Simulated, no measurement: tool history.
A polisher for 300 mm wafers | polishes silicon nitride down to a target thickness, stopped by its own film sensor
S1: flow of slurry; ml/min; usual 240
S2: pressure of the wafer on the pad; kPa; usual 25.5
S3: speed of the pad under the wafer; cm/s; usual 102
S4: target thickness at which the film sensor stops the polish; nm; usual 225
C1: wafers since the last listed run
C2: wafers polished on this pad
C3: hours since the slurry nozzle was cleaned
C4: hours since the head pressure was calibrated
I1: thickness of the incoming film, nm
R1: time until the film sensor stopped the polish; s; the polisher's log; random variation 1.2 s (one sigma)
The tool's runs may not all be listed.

run    hour   S1    S2   S3   S4   C1    C2     C3     C4     I1     R1
  1       0  240  25.5  102  225    0  1084  468.1  247.8  363.2  106.7
  2    42.2  240  25.5  102  225  273  1358  510.3    290  364.8  107.4
  3    77.1  240  25.5   94  225  226  1584  545.2  324.9  358.4    113
  4   146.2  240  25.5   94  225  448  2033  614.3    394  356.5  109.9
      189.5  -- worn pad replaced by a new one
  5   203.8  240  25.5   94  225  347    92  671.9  451.6  358.5  116.7
  6   235.8  240  25.5  102  225  207   300  703.9  483.6  359.2  106.5
  7   301.8  240  25.5  102  225  428   729  769.9  549.6  366.7  112.2
  8   330.5  240  25.5  102  225  186   915  798.6  578.3  353.6  102.9
  9   386.1  285  25.5  102  225  360  1276  854.2  633.9    360  105.8
 10   426.5  285  25.5  102  225  262  1538  894.6  674.3  361.7  107.3
      431.9  -- slurry nozzle cleaned
 11   496.9  285  25.5  102  225  450  1988     65  744.7  366.7  113.9
      532.6  -- worn pad replaced by a new one
 12   558.5  240  25.5  102  225  373   168  126.6  806.3  365.2  112.5
      580.3  -- head pressure recalibrated
 13   592.8  240  25.5  102  225  209   377  160.9   12.5  354.3   91.8
 14   648.6  240  25.5  102  195  362   739  216.7   68.3  365.4  120.4
 15   674.2  240  25.5  102  195  166   906  242.3   93.9    363  119.7
 16   706.4  300  25.5  102  225  209  1115  274.5  126.1  356.8   93.7
 17   731.5  240  25.5  102  225  162  1278  299.6  151.2  363.3   99.5
 18   785.2  310  20.7   90  254  348  1626  353.3  204.9  354.2   95.8
 19   830.2  240  17.9  102  225  292  1918  398.3  249.9  362.1  140.1
      861.8  -- worn pad replaced by a new one
 20   862.3  295  25.5  114  225  182     3  430.4    282  367.4   95.4
 21   896.9  240  25.5  102  225  224   227    465  316.6  363.6  107.1
 22   961.6  305  18.6   72  199  419   647  529.7  381.3  357.2  207.2
 23    1029  240  25.5  102  195  437  1085  597.1  448.7  357.7  123.8
 24  1062.3  275  21.4   86  239  216  1301  630.4    482  358.7  124.4
 25  1120.2  175  25.5   86  179  375  1677  688.3  539.9  359.8    165
 26  1164.2  240  25.5  120  259  285  1962  732.3  583.9  359.1   69.4
     1190.9  -- worn pad replaced by a new one
     1193.6  -- slurry nozzle cleaned
 27  1212.1  215    29  102  194  278   130   18.5  631.8  358.4    118
     1221.1  -- head pressure recalibrated
 28  1248.7  195  25.5  138  225  224   355   55.1   27.6  359.3   75.9
 29  1313.6  240  32.4  102  225  421   776    120   92.5  365.8     80
 30  1382.6  240  25.5  102  225  447  1224    189  161.5  357.1   96.7
 31    1420  240    20  102  225  242  1467  226.4  198.9  365.5  128.6
 32  1467.3  240  33.1  102  225  307  1774  273.7  246.2  365.6   81.3
 33  1508.8  240  25.5  102  225  269  2043  315.2  287.7  357.5   99.5
     1535.4  -- worn pad replaced by a new one
 34  1643.6  285  18.6   90  266  848   702    450  422.5  360.2    105
 35  1711.1  295  25.5  124  225  438  1140  517.5    490  359.7   87.2
 36  1755.7  240  25.5  102  225  289  1429  562.1  534.6  359.6  103.7

What the log doesn't show, run by run:
removal rate lost through wear of the pad, %: 0 in every run
slurry flow missing at the pad, %: 0 in every run
H1: deviation of the head's pressure from its setpoint, %
run       H1
  1    -10.3
  2      -11
  3    -11.5
  4    -12.4
  5    -12.9
  6    -13.1
  7    -13.6
  8    -13.7
  9    -13.9
 10    -14.1
 11    -14.3
 12    -14.4
 13    0.193
 14    -2.26
 15    -3.22
 16    -4.28
 17    -5.02
 18    -6.36
 19    -7.28
 20    -7.84
 21    -8.36
 22    -9.17
 23     -9.8
 24    -10.1
 25    -10.4
 26    -10.7
 27    -10.9
 28  -0.0263
 29    -2.66
 30     -4.8
 31    -5.72
 32    -6.71
 33    -7.43
 34    -9.07
 35    -9.61
 36     -9.9

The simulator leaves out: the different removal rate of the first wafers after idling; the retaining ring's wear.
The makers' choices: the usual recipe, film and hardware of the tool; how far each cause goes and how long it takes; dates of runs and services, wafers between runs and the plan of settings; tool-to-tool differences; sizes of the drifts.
